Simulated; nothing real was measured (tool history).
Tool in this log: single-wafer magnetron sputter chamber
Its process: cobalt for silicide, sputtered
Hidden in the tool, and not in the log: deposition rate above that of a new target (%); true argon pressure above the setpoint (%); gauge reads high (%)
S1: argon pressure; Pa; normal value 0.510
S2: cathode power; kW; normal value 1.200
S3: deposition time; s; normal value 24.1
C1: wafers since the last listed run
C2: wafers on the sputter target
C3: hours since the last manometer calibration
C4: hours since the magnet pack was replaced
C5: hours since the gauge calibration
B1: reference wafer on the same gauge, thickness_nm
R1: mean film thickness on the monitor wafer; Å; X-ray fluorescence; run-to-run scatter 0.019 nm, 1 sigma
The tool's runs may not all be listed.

Run 1, hour 0.0: usual settings; C1 0; C2 1022; C3 1764.2; C4 5544.4; C5 137.5; B1 13.497. Result: R1 122.29 Å.
Run 2, hour 24.5: usual settings; C1 696; C2 1719; C3 1788.7; C4 5568.9; C5 162.0; B1 13.503. Result: R1 122.44 Å.
Run 3, hour 49.4: usual settings; C1 708; C2 2427; C3 1813.6; C4 5593.8; C5 186.9; B1 13.501. Result: R1 122.17 Å.
Run 4, hour 63.7: usual settings but S3 27.3 s; C1 406; C2 2834; C3 1827.9; C4 5608.1; C5 201.2; B1 13.495. Result: R1 137.84 Å.
Run 5, hour 76.5: usual settings but S2 1.050 kW; C1 363; C2 3198; C3 1840.7; C4 5620.9; C5 214.0; B1 13.500. Result: R1 110.67 Å.
Run 6, hour 94.2: usual settings but S2 1.050 kW; C1 503; C2 3701; C3 1858.4; C4 5638.6; C5 231.7; B1 13.495. Result: R1 110.75 Å.
Run 7, hour 121.5: usual settings but S2 1.050 kW; C1 776; C2 4477; C3 1885.7; C4 5665.9; C5 259.0; B1 13.499. Result: R1 110.49 Å.
Run 8, hour 208.7: usual settings but S3 27.0 s; C1 2479; C2 6957; C3 1972.9; C4 5753.1; C5 346.2; B1 13.492. Result: R1 135.50 Å.
Run 9, hour 234.7: usual settings; C1 739; C2 7696; C3 1998.9; C4 5779.1; C5 372.2; B1 13.501. Result: R1 121.09 Å.
At hour 250.0: sputter target and shields replaced.
At hour 253.7: capacitance manometer re-zeroed and calibrated.
At hour 256.3: magnet pack replaced.
Run 10, hour 266.4: usual settings; C1 497; C2 288; C3 12.7; C4 10.1; C5 403.9; B1 13.504. Result: R1 125.06 Å.
Run 11, hour 300.5: usual settings; C1 969; C2 1258; C3 46.8; C4 44.2; C5 438.0; B1 13.505. Result: R1 124.31 Å.
Run 12, hour 323.9: usual settings; C1 665; C2 1923; C3 70.2; C4 67.6; C5 461.4; B1 13.497. Result: R1 123.97 Å.
At hour 341.6: gauge calibrated.
Run 13, hour 358.7: usual settings; C1 989; C2 2913; C3 105.0; C4 102.4; C5 17.1; B1 13.503. Result: R1 123.31 Å.
Run 14, hour 372.6: usual settings but S1 0.447 Pa, S2 1.050 kW, S3 25.6 s; C1 395; C2 3308; C3 118.9; C4 116.3; C5 31.0; B1 13.508. Result: R1 120.98 Å.
Run 15, hour 409.7: usual settings; C1 1054; C2 4363; C3 156.0; C4 153.4; C5 68.1; B1 13.502. Result: R1 122.95 Å.
Run 16, hour 425.2: usual settings but S1 0.645 Pa, S2 0.900 kW, S3 26.9 s; C1 440; C2 4804; C3 171.5; C4 168.9; C5 83.6; B1 13.505. Result: R1 109.04 Å.
Run 17, hour 453.0: usual settings but S1 0.380 Pa, S2 1.450 kW, S3 22.6 s; C1 790; C2 5594; C3 199.3; C4 196.7; C5 111.4; B1 13.496. Result: R1 136.45 Å.
Run 18, hour 483.8: usual settings but S1 0.407 Pa, S2 1.350 kW, S3 20.4 s; C1 875; C2 6470; C3 230.1; C4 227.5; C5 142.2; B1 13.495. Result: R1 115.97 Å.
Run 19, hour 511.6: usual settings but S2 1.500 kW; C1 790; C2 7260; C3 257.9; C4 255.3; C5 170.0; B1 13.506. Result: R1 144.47 Å.
Run 20, hour 533.6: usual settings but S2 1.400 kW; C1 625; C2 7886; C3 279.9; C4 277.3; C5 192.0; B1 13.504. Result: R1 137.12 Å.
Run 21, hour 548.4: usual settings but S2 1.100 kW; C1 420; C2 8307; C3 294.7; C4 292.1; C5 206.8; B1 13.501. Result: R1 115.34 Å.
At hour 561.5: sputter target and shields replaced.
Run 22, hour 619.9: usual settings but S1 0.651 Pa, S2 1.450 kW; C1 1805; C2 1660; C3 366.2; C4 363.6; C5 278.3; B1 13.496. Result: R1 137.45 Å.
Run 23, hour 638.2: usual settings but S1 0.385 Pa, S2 1.400 kW, S3 22.1 s; C1 520; C2 2180; C3 384.5; C4 381.9; C5 296.6; B1 13.504. Result: R1 130.93 Å.

Run 24 comes next. What will it give?
Run 24, hour 657.8: usual settings but S1 0.307 Pa, S2 1.300 kW, S3 27.8 s; C1 557; C2 2737; C3 404.1; C4 401.5; C5 316.2; B1 ?. Result: R1 ?.

B1: 13.494
R1: 158.87 Å
The same run, on a tool lacking any hidden state, would have yielded R1 161.32 Å.
